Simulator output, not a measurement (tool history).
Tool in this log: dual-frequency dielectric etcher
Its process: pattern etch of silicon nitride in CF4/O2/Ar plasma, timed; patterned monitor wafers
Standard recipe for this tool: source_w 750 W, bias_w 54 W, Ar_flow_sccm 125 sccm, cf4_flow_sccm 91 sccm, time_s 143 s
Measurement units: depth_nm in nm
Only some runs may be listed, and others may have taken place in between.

| run | day | source_w | bias_w | Ar_flow_sccm | cf4_flow_sccm | time_s | wafers since the last listed run | hours since the last wet clean | hours since the last source power generator calibration | hours since the last bias power generator calibration | hours since the last Ar flow controller change | hours since the last CF4 flow controller change | hours since the last upper electrode change | hours since the gauge calibration | read-back reference wafer on the same gauge, depth_nm | depth_nm |
|---|---|---|---|---|---|---|---|---|---|---|---|---|---|---|---|---|
| 1 | 0 | 750 | 54 | 125 | 91 | 143 | 0 | 368.3 | 3699.2 | 5312.6 | 5577.3 | 5432 | 2014.3 | 216 | 321.9 | 371.2 |
| 2 | 1.762 | 750 | 54 | 108 | 91 | 143 | 375 | 410.6 | 3741.5 | 5354.9 | 5619.6 | 5474.3 | 2056.6 | 258.3 | 321.9 | 374.7 |
| 3 | 2.092 | 750 | 54 | 108 | 91 | 143 | 70 | 418.5 | 3749.4 | 5362.8 | 5627.5 | 5482.2 | 2064.5 | 266.2 | 321.8 | 372.7 |
| 4 | 2.45 | 750 | 54 | 108 | 91 | 143 | 76 | 427.1 | 3758 | 5371.4 | 5636.1 | 5490.8 | 2073.1 | 274.8 | 322 | 372.3 |
| 5 | 2.8 | 750 | 54 | 125 | 91 | 143 | 74 | 435.5 | 3766.4 | 5379.8 | 5644.5 | 5499.2 | 2081.5 | 283.2 | 321.9 | 361.8 |
|  | 4.696 | CF4 flow controller replaced |
| 6 | 4.717 | 750 | 54 | 125 | 91 | 143 | 354 | 481.5 | 3812.4 | 5425.8 | 5690.5 | 0.5 | 2127.5 | 329.2 | 322.2 | 363.1 |
|  | 4.971 | Ar flow controller replaced |
| 7 | 5.204 | 900 | 59 | 112 | 91 | 109.5 | 50 | 493.2 | 3824.1 | 5437.5 | 5.6 | 12.2 | 2139.2 | 340.9 | 321.8 | 334.3 |
|  | 5.717 | source power generator calibrated |
|  | 6.662 | upper electrode replaced |
| 8 | 6.683 | 750 | 54 | 125 | 91 | 143 | 78 | 528.7 | 23.2 | 5473 | 41.1 | 47.7 | 0.5 | 376.4 | 321.9 | 359.8 |
| 9 | 6.696 | 750 | 54 | 138 | 91 | 143 | 2 | 529 | 23.5 | 5473.3 | 41.4 | 48 | 0.8 | 376.7 | 321.8 | 357.8 |
| 10 | 7.008 | 750 | 54 | 125 | 74 | 154.5 | 66 | 536.5 | 31 | 5480.8 | 48.9 | 55.5 | 8.3 | 384.2 | 321.6 | 382 |
|  | 8.158 | bias power generator calibrated |
|  | 8.712 | gauge calibrated |
|  | 9.017 | wet clean of the chamber |
| 11 | 9.038 | 690 | 54 | 139 | 91 | 143 | 213 | 0.5 | 79.7 | 21.1 | 97.6 | 104.2 | 57 | 7.8 | 322 | 355.1 |
| 12 | 9.583 | 930 | 54 | 100 | 84 | 132 | 116 | 13.6 | 92.8 | 34.2 | 110.7 | 117.3 | 70.1 | 20.9 | 321.9 | 423.7 |
| 13 | 10.321 | 800 | 54 | 101 | 108 | 143 | 157 | 31.3 | 110.5 | 51.9 | 128.4 | 135 | 87.8 | 38.6 | 321.8 | 412.9 |
| 14 | 10.792 | 640 | 54 | 125 | 91 | 143 | 100 | 42.6 | 121.8 | 63.2 | 139.7 | 146.3 | 99.1 | 49.9 | 322 | 337.9 |

Run 15 is up next; what results do you expect?
| 15 | 11.1 | 750 | 54 | 125 | 91 | 143 | 65 | 50 | 129.2 | 70.6 | 147.1 | 153.7 | 106.5 | 57.3 | ? | ? |

{"run 15": {"read-back reference wafer on the same gauge, depth_nm": 322.4, "depth_nm": 375.2}}
On a tool with no hidden condition, and with the same random variation, this run would have come out at depth_nm 376.8 nm.

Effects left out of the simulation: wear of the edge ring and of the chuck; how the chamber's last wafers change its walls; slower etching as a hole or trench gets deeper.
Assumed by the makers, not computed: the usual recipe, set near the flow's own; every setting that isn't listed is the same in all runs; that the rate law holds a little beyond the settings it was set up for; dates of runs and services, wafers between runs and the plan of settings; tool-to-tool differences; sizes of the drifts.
